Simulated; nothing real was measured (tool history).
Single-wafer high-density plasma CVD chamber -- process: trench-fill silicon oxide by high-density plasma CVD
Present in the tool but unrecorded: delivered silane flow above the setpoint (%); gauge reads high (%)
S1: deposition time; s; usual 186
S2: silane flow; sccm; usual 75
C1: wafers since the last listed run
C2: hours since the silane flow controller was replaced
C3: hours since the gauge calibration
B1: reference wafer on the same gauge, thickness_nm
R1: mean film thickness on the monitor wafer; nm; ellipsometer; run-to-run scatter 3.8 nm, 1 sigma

| run | hour | S1 | S2 | C1 | C2 | C3 | B1 | R1 |
|---|---|---|---|---|---|---|---|---|
| 1 | 0.0 | 186 | 65 | 0 | 3802.3 | 892.5 | 1520.478 | 1248.368 |
| 2 | 39.4 | 186 | 65 | 396 | 3841.7 | 931.9 | 1519.790 | 1247.622 |
| 3 | 87.5 | 186 | 65 | 483 | 3889.8 | 980.0 | 1519.786 | 1244.854 |
| 4 | 148.9 | 186 | 79 | 617 | 3951.2 | 1041.4 | 1518.307 | 1519.376 |
| 5 | 180.0 | 186 | 79 | 312 | 3982.3 | 1072.5 | 1521.973 | 1522.748 |
| 6 | 223.4 | 158 | 75 | 436 | 4025.7 | 1115.9 | 1519.098 | 1226.477 |
| 7 | 256.2 | 186 | 75 | 329 | 4058.5 | 1148.7 | 1520.337 | 1438.143 |
| 8 | 323.6 | 186 | 75 | 677 | 4125.9 | 1216.1 | 1520.449 | 1452.184 |
| 9 | 378.7 | 186 | 75 | 554 | 4181.0 | 1271.2 | 1521.113 | 1438.211 |
| 10 | 432.9 | 186 | 75 | 545 | 4235.2 | 1325.4 | 1520.936 | 1435.186 |
| 11 | 556.8 | 186 | 75 | 1245 | 4359.1 | 1449.3 | 1519.926 | 1439.017 |
| 12 | 587.1 | 186 | 83 | 304 | 4389.4 | 1479.6 | 1519.058 | 1599.432 |
| 13 | 625.8 | 186 | 83 | 389 | 4428.1 | 1518.3 | 1519.357 | 1593.205 |
| 14 | 652.1 | 186 | 83 | 264 | 4454.4 | 1544.6 | 1518.769 | 1594.160 |
| 15 | 680.5 | 186 | 75 | 285 | 4482.8 | 1573.0 | 1520.546 | 1443.414 |
| 16 | 729.9 | 186 | 75 | 496 | 4532.2 | 1622.4 | 1519.939 | 1443.007 |
| 17 | 773.6 | 199 | 75 | 439 | 4575.9 | 1666.1 | 1520.451 | 1544.873 |
| 18 | 804.4 | 199 | 75 | 309 | 4606.7 | 1696.9 | 1520.186 | 1551.175 |
| 19 | 840.0 | 157 | 75 | 357 | 4642.3 | 1732.5 | 1520.941 | 1224.227 |
| 20 | 892.3 | 157 | 75 | 525 | 4694.6 | 1784.8 | 1519.894 | 1222.702 |
| 21 | 927.8 | 157 | 75 | 356 | 4730.1 | 1820.3 | 1521.666 | 1219.172 |
| 22 | 980.0 | 186 | 75 | 524 | 4782.3 | 1872.5 | 1518.062 | 1447.463 |
| 23 | 1013.4 | 186 | 75 | 335 | 4815.7 | 1905.9 | 1522.316 | 1448.090 |
| 24 | 1064.1 | 171 | 83 | 509 | 4866.4 | 1956.6 | 1520.319 | 1470.901 |
| 25 | 1093.6 | 211 | 62 | 296 | 4895.9 | 1986.1 | 1519.891 | 1361.057 |
|  | 1108.3 | silane flow controller replaced |
| 26 | 1139.1 | 170 | 67 | 377 | 30.8 | 2031.6 | 1520.323 | 1112.477 |
| 27 | 1164.1 | 198 | 70 | 251 | 55.8 | 2056.6 | 1520.738 | 1361.258 |
|  | 1180.0 | gauge calibrated |
| 28 | 1289.4 | 186 | 75 | 1260 | 181.1 | 109.4 | 1520.869 | 1372.694 |
| 29 | 1353.8 | 175 | 75 | 647 | 245.5 | 173.8 | 1520.776 | 1296.065 |
| 30 | 1394.7 | 206 | 89 | 411 | 286.4 | 214.7 | 1520.911 | 1815.325 |
| 31 | 1434.2 | 186 | 61 | 397 | 325.9 | 254.2 | 1519.224 | 1121.028 |
| 32 | 1482.8 | 222 | 64 | 488 | 374.5 | 302.8 | 1519.597 | 1400.065 |
| 33 | 1548.7 | 186 | 75 | 662 | 440.4 | 368.7 | 1520.068 | 1382.781 |
| 34 | 1605.8 | 186 | 75 | 574 | 497.5 | 425.8 | 1519.928 | 1387.858 |
| 35 | 1702.4 | 201 | 62 | 971 | 594.1 | 522.4 | 1518.178 | 1241.613 |
| 36 | 1730.8 | 186 | 75 | 285 | 622.5 | 550.8 | 1519.941 | 1402.123 |
| 37 | 1756.3 | 216 | 86 | 256 | 648.0 | 576.3 | 1519.665 | 1857.955 |
| 38 | 1812.8 | 159 | 80 | 568 | 704.5 | 632.8 | 1518.529 | 1267.372 |
| 39 | 1865.0 | 211 | 68 | 524 | 756.7 | 685.0 | 1520.124 | 1435.178 |
| 40 | 1926.1 | 160 | 62 | 614 | 817.8 | 746.1 | 1521.109 | 1000.162 |
| 41 | 1988.8 | 165 | 70 | 630 | 880.5 | 808.8 | 1519.516 | 1159.425 |
| 42 | 2186.0 | 199 | 75 | 1983 | 1077.7 | 1006.0 | 1519.595 | 1508.248 |
| 43 | 2238.9 | 221 | 65 | 531 | 1130.6 | 1058.9 | 1521.420 | 1446.783 |
| 44 | 2284.1 | 161 | 79 | 454 | 1175.8 | 1104.1 | 1518.868 | 1286.368 |
| 45 | 2328.9 | 223 | 85 | 450 | 1220.6 | 1148.9 | 1521.905 | 1917.710 |
| 46 | 2381.7 | 186 | 64 | 530 | 1273.4 | 1201.7 | 1520.125 | 1201.080 |

For each run, the measured value with the value that run would have given without the tool's hidden condition subtracted. The run-to-run variation is shared by both, the gauge scatter possibly not:
| run | R1 |
|---|---|
| 1 | +64.179 |
| 2 | +64.288 |
| 3 | +64.321 |
| 4 | +78.768 |
| 5 | +79.072 |
| 6 | +63.829 |
| 7 | +74.967 |
| 8 | +75.945 |
| 9 | +75.405 |
| 10 | +75.427 |
| 11 | +76.020 |
| 12 | +84.595 |
| 13 | +84.391 |
| 14 | +84.525 |
| 15 | +76.612 |
| 16 | +76.727 |
| 17 | +82.268 |
| 18 | +82.690 |
| 19 | +65.338 |
| 20 | +65.366 |
| 21 | +65.248 |
| 22 | +77.589 |
| 23 | +77.699 |
| 24 | +79.036 |
| 25 | +73.194 |
| 26 | -0.977 |
| 27 | +0.183 |
| 28 | +6.785 |
| 29 | +9.393 |
| 30 | +15.712 |
| 31 | +11.184 |
| 32 | +16.171 |
| 33 | +18.802 |
| 34 | +21.226 |
| 35 | +22.363 |
| 36 | +26.324 |
| 37 | +36.131 |
| 38 | +26.480 |
| 39 | +31.832 |
| 40 | +23.631 |
| 41 | +29.041 |
| 42 | +43.931 |
| 43 | +43.591 |
| 44 | +39.821 |
| 45 | +60.889 |
| 46 | +39.223 |

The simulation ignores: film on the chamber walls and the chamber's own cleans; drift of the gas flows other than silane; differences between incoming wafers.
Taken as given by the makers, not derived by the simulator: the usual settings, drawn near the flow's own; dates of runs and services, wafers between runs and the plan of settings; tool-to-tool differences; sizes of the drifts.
